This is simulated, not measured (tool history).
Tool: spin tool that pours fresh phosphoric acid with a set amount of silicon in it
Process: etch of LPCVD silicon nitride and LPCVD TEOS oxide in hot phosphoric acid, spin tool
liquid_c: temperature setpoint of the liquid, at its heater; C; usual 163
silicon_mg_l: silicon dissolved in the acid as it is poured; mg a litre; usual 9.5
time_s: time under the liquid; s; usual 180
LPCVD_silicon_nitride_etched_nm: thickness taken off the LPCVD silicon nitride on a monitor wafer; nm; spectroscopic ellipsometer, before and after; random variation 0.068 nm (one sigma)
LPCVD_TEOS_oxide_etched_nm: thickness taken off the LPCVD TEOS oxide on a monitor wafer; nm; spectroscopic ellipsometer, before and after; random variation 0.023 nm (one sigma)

run	day	liquid_c	silicon_mg_l	time_s	read-back film thickness of the LPCVD silicon nitride reference wafer, read on the same gauge (nm)	read-back film thickness of the LPCVD TEOS oxide reference wafer, read on the same gauge (nm)	LPCVD_silicon_nitride_etched_nm	LPCVD_TEOS_oxide_etched_nm
1	0	163	9.5	180	69.96	79.978	17.27	0.389
2	3.375	165.5	2.5	85	70.05	80.039	8.92	0.235
3	6.725	162	3	145	69.98	79.996	13.47	0.326
4	9.842	163	13	180	69.98	80.003	17.27	0.366
5	13.804	160	4.5	210	70	80.005	18.19	0.359
6	18.125	160.5	5	220	69.96	79.954	19.26	0.408
7	21.629	163	11	180	70.01	80.016	17.33	0.358
8	24.679	163	2.5	85	70	79.958	8.12	0.211
9	27.512	161.5	9.5	275	70.07	79.997	25.04	0.443
10	35.896	160.5	4.5	235	70.01	79.994	20.81	0.461
11	37.558	162	3	180	70	80.069	16.72	0.37
12	41.396	165	9.5	95	70	79.997	9.69	0.233
13	43.242	161	16	180	69.98	79.992	16.18	0.263
14	55.708	163	16	180	70.04	80.024	17.32	0.307
15	59.762	164	9.5	180	69.99	80.013	17.8	0.391
16	64.146	163	9.5	180	70.02	79.973	17.26	0.36
17	67.667	163	9.5	180	70	80.038	17.33	0.36
18	71.625	161	9.5	145	70	80.062	13.05	0.252
19	75.775	164	13.5	180	70.05	79.978	17.86	0.343
20	77.633	163	2	270	70.01	79.993	26.01	0.651
21	81.596	165.5	17	245	70.02	80.034	25.6	0.474
22	83.108	163	9.5	180	70.03	80.011	17.26	0.382

Not shown: 6 entries that the log had between the listed runs. Between which runs, and how does the tool's hidden state differ before and after?
Between runs 4 and 5: heated supply line repaired (day 12.388)
  no hidden state differs between the two runs
Between runs 5 and 6: dissolved silicon flow meter replaced (day 14.125)
  no hidden state differs between the two runs
Between runs 9 and 10: thermometer replaced (day 29.692)
  no hidden state differs between the two runs
Between runs 13 and 14: heated supply line repaired (day 44.429); dissolved silicon flow meter replaced (day 47.796)
  no hidden state differs between the two runs
Between runs 20 and 21: heated supply line repaired (day 78.975)
  no hidden state differs between the two runs
